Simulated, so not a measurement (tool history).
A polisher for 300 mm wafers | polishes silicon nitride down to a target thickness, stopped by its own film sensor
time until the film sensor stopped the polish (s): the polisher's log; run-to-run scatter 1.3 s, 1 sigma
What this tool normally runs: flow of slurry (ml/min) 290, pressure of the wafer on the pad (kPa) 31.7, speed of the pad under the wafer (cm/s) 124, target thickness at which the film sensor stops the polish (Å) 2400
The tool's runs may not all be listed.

run	day	flow of slurry (ml/min)	pressure of the wafer on the pad (kPa)	speed of the pad under the wafer (cm/s)	target thickness at which the film sensor stops the polish (Å)	wafers since the last listed run	wafers polished on this pad	hours since the slurry nozzle was cleaned	hours since the head pressure was calibrated	incoming thickness of the incoming film, nm	time until the film sensor stopped the polish (s)
1	0	290	35.9	124	2400	0	220	652.3	1095.3	471.1	70.3
2	1.375	290	31.7	124	2400	260	480	685.3	1128.3	484.3	86.3
3	1.896	290	31.7	124	2400	98	578	697.8	1140.8	485.4	82.2
4	2.25	290	31.7	124	2400	66	645	706.3	1149.3	484	83.9
# day 2.571: slurry nozzle cleaned
5	2.658	290	31.7	124	2400	69	715	2.1	1159.1	483.8	89.7
6	2.967	290	31.7	124	2400	58	773	9.5	1166.5	484.2	91.9
7	3.371	290	31.7	148	2400	76	850	19.2	1176.2	478.3	77.8
# day 3.712: worn pad replaced by a new one
8	3.883	290	31.7	148	2400	65	31	31.5	1188.5	487.4	79.8
9	4.512	255	31.7	124	2400	119	150	46.6	1203.6	480.3	94.4
10	4.9	255	31.7	124	2400	73	224	55.9	1212.9	472.2	89.4
11	5.475	290	24.8	124	2400	108	333	69.7	1226.7	474.3	112.8
12	5.942	290	24.8	124	2400	88	421	80.9	1237.9	473.5	113
13	6.488	290	24.8	124	2400	103	524	94	1251	478.9	113.1
14	6.975	290	31.7	124	2400	92	616	105.7	1262.7	486.5	94.8
# day 7.146: slurry nozzle cleaned, repeated, since the last time left the tool worse
15	7.488	290	31.7	82	2400	89	705	8.2	1275	486.4	117.3
16	8.096	230	37.2	124	2400	115	820	22.8	1289.6	486.3	73
17	8.379	290	31.7	108	2400	53	874	29.6	1296.4	473.4	87.6
# day 8.888: worn pad replaced by a new one
18	9.596	235	24.1	96	2400	198	133	58.8	1325.6	484.2	136.7
19	9.975	290	25.5	124	3160	71	205	67.9	1334.7	472.5	65.1
20	10.633	290	31.7	124	2400	124	330	83.7	1350.5	480.5	81.4
21	11.342	290	37.9	108	2400	133	464	100.7	1367.5	480	74
22	12.058	385	34.5	148	2780	135	599	117.9	1384.7	483.9	54.2
23	12.721	245	20.7	124	2100	125	724	133.8	1400.6	480.5	145.5
24	13.2	325	35.2	144	2790	90	815	145.3	1412.1	484.4	55.7
# day 13.45: head pressure recalibrated
# day 13.65: worn pad replaced by a new one
25	13.671	250	21.4	124	2870	41	3	156.6	5.3	482.5	98.9
26	14.025	290	26.9	82	1750	66	70	165.1	13.8	476	163.8
27	14.646	290	31.7	124	2400	117	188	180	28.7	479.7	81.2
28	15.354	290	34.5	98	2400	133	322	197	45.7	471.2	85.1
29	15.658	290	31.7	124	2400	57	379	204.3	53	475.5	78.9
30	16.029	290	31.7	124	2400	70	449	213.2	61.9	484.8	81.2
31	16.3	290	31.7	98	2400	51	501	219.7	68.4	488.1	100.6
32	16.679	235	31.7	140	1690	71	572	228.8	77.5	480.3	98.3
33	17.204	215	34.5	108	2400	99	672	241.4	90.1	477.7	82.4
34	17.642	320	26.2	94	1730	82	754	251.9	100.6	478.9	155.8
35	18.029	375	31.7	124	2400	73	828	261.2	109.9	482.7	79.6
36	18.529	215	26.9	108	3150	94	922	273.2	121.9	472.6	73
37	18.925	235	26.9	166	2150	74	997	282.7	131.4	478.9	87.2
# day 19.196: worn pad replaced by a new one
38	19.462	290	31.7	124	2620	70	50	295.6	144.3	488.7	76.2

Predict each of these 3 candidate next runs independently; none follows another, all start after run 38:
A	19.483	290	31.7	106	2400	3	54	296.1	144.8	481.6	?
B	19.483	325	31.7	124	2400	3	54	296.1	144.8	481.6	?
C	19.483	290	31.7	124	1880	3	54	296.1	144.8	481.6	?

run	time until the film sensor stopped the polish (s)
A	92.8
B	80.8
C	99.4
Without the tool's unlogged condition, the same runs would have read:
run	time until the film sensor stopped the polish (s)
A	91.8
B	80.1
C	98.4
